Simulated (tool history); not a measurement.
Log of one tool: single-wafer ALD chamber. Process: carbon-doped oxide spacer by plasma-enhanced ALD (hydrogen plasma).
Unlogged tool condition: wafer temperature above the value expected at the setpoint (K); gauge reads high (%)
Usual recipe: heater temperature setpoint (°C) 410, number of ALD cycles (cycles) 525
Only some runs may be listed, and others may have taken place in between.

| run | hour | heater temperature setpoint (°C) | number of ALD cycles (cycles) | wafers since the last listed run | hours since the last thermocouple change | hours since the gauge calibration | read-back reference wafer on the same gauge, thickness_nm | mean film thickness on the monitor wafer (Å) |
|---|---|---|---|---|---|---|---|---|
| 1 | 0 | 410 | 475 | 0 | 676.9 | 380 | 25.01 | 218.28 |
| 2 | 22.5 | 410 | 525 | 12 | 699.4 | 402.5 | 24.987 | 242.28 |
| 3 | 39.5 | 410 | 525 | 9 | 716.4 | 419.5 | 25.001 | 242.41 |
| 4 | 64.2 | 410 | 525 | 13 | 741.1 | 444.2 | 24.975 | 241.27 |
| 5 | 85.5 | 414 | 525 | 11 | 762.4 | 465.5 | 25.007 | 240.29 |
| 6 | 118 | 414 | 525 | 17 | 794.9 | 498 | 25.008 | 239.19 |
| 7 | 143.2 | 414 | 525 | 13 | 820.1 | 523.2 | 24.993 | 238.6 |
| 8 | 174.9 | 410 | 525 | 17 | 851.8 | 554.9 | 25.008 | 241.81 |
| 9 | 192.2 | 410 | 586 | 9 | 869.1 | 572.2 | 25.008 | 269.84 |
| 10 | 210.1 | 410 | 586 | 9 | 887 | 590.1 | 24.985 | 270.35 |
| 11 | 233.5 | 410 | 586 | 12 | 910.4 | 613.5 | 25.012 | 269.06 |
| 12 | 252.1 | 410 | 525 | 9 | 929 | 632.1 | 24.992 | 240.52 |
| 13 | 278.1 | 410 | 525 | 13 | 955 | 658.1 | 24.991 | 241.24 |
| 14 | 317.6 | 410 | 525 | 21 | 994.5 | 697.6 | 24.99 | 240.52 |
| 15 | 331.6 | 406 | 525 | 7 | 1008.5 | 711.6 | 24.993 | 244.27 |
| 16 | 349.8 | 406 | 525 | 9 | 1026.7 | 729.8 | 25 | 244.04 |
| 17 | 374.4 | 410 | 525 | 13 | 1051.3 | 754.4 | 24.995 | 241.29 |
| 18 | 392.8 | 410 | 525 | 9 | 1069.7 | 772.8 | 24.996 | 239.9 |
| 19 | 424.6 | 410 | 525 | 17 | 1101.5 | 804.6 | 25.005 | 241.27 |
| 20 | 444.1 | 410 | 525 | 10 | 1121 | 824.1 | 24.993 | 241.56 |
| 21 | 468.9 | 410 | 525 | 13 | 1145.8 | 848.9 | 25.006 | 240.06 |
|  | 481.9 | gauge calibrated |
| 22 | 504.4 | 410 | 525 | 19 | 1181.3 | 22.5 | 25.005 | 241.75 |
| 23 | 523.1 | 424 | 494 | 10 | 1200 | 41.2 | 25.021 | 217.63 |
| 24 | 575.8 | 410 | 599 | 28 | 1252.7 | 93.9 | 24.998 | 275.25 |
| 25 | 607.6 | 410 | 433 | 17 | 1284.5 | 125.7 | 25.011 | 198.82 |
| 26 | 641.2 | 418 | 630 | 18 | 1318.1 | 159.3 | 25 | 281.53 |
| 27 | 666.3 | 410 | 525 | 13 | 1343.2 | 184.4 | 24.998 | 242.7 |
| 28 | 695 | 410 | 525 | 15 | 1371.9 | 213.1 | 24.992 | 240.84 |
| 29 | 721 | 415 | 444 | 13 | 1397.9 | 239.1 | 24.992 | 200.7 |
| 30 | 741.3 | 397 | 469 | 10 | 1418.2 | 259.4 | 24.999 | 223.36 |
| 31 | 773.1 | 414 | 471 | 17 | 1450 | 291.2 | 25.001 | 214.24 |
| 32 | 785.5 | 422 | 428 | 6 | 1462.4 | 303.6 | 24.986 | 189.58 |
|  | 815.6 | thermocouple changed; heater temperature recalibrated |
| 33 | 816.1 | 419 | 425 | 12 | 0.5 | 334.2 | 25.004 | 193.45 |
| 34 | 837.7 | 424 | 426 | 11 | 22.1 | 355.8 | 25 | 192.32 |
| 35 | 851.9 | 415 | 439 | 7 | 36.3 | 370 | 24.978 | 202.19 |
| 36 | 878.4 | 414 | 471 | 14 | 62.8 | 396.5 | 25.001 | 216.46 |
| 37 | 903.2 | 418 | 475 | 13 | 87.6 | 421.3 | 24.975 | 216.02 |
| 38 | 924.1 | 419 | 493 | 11 | 108.5 | 442.2 | 25 | 223.33 |
| 39 | 940.8 | 410 | 575 | 8 | 125.2 | 458.9 | 25.001 | 267.79 |
| 40 | 995.2 | 406 | 525 | 29 | 179.6 | 513.3 | 25.006 | 246.67 |
| 41 | 1026.7 | 417 | 421 | 16 | 211.1 | 544.8 | 25.022 | 191.27 |
| 42 | 1062.7 | 410 | 525 | 19 | 247.1 | 580.8 | 25.011 | 242.8 |
| 43 | 1078.6 | 404 | 455 | 8 | 263 | 596.7 | 25.007 | 213.93 |
| 44 | 1104.8 | 410 | 601 | 14 | 289.2 | 622.9 | 25.011 | 278.42 |

What if the next run were any one of these 3? Each begins from the tool's condition after run 44:
| A | 1106 | 422 | 525 | 0 | 290.4 | 624.1 | ? | ? |
| B | 1106 | 410 | 610 | 0 | 290.4 | 624.1 | ? | ? |
| C | 1106 | 420 | 525 | 0 | 290.4 | 624.1 | ? | ? |

| run | read-back reference wafer on the same gauge, thickness_nm | mean film thickness on the monitor wafer (Å) |
|---|---|---|
| A | 25.009 | 235.39 |
| B | 25.009 | 282.8 |
| C | 25.009 | 236.72 |
With no hidden state in the tool, these same runs would have given:
| run | mean film thickness on the monitor wafer (Å) |
|---|---|
| A | 237.1 |
| B | 284.79 |
| C | 238.44 |
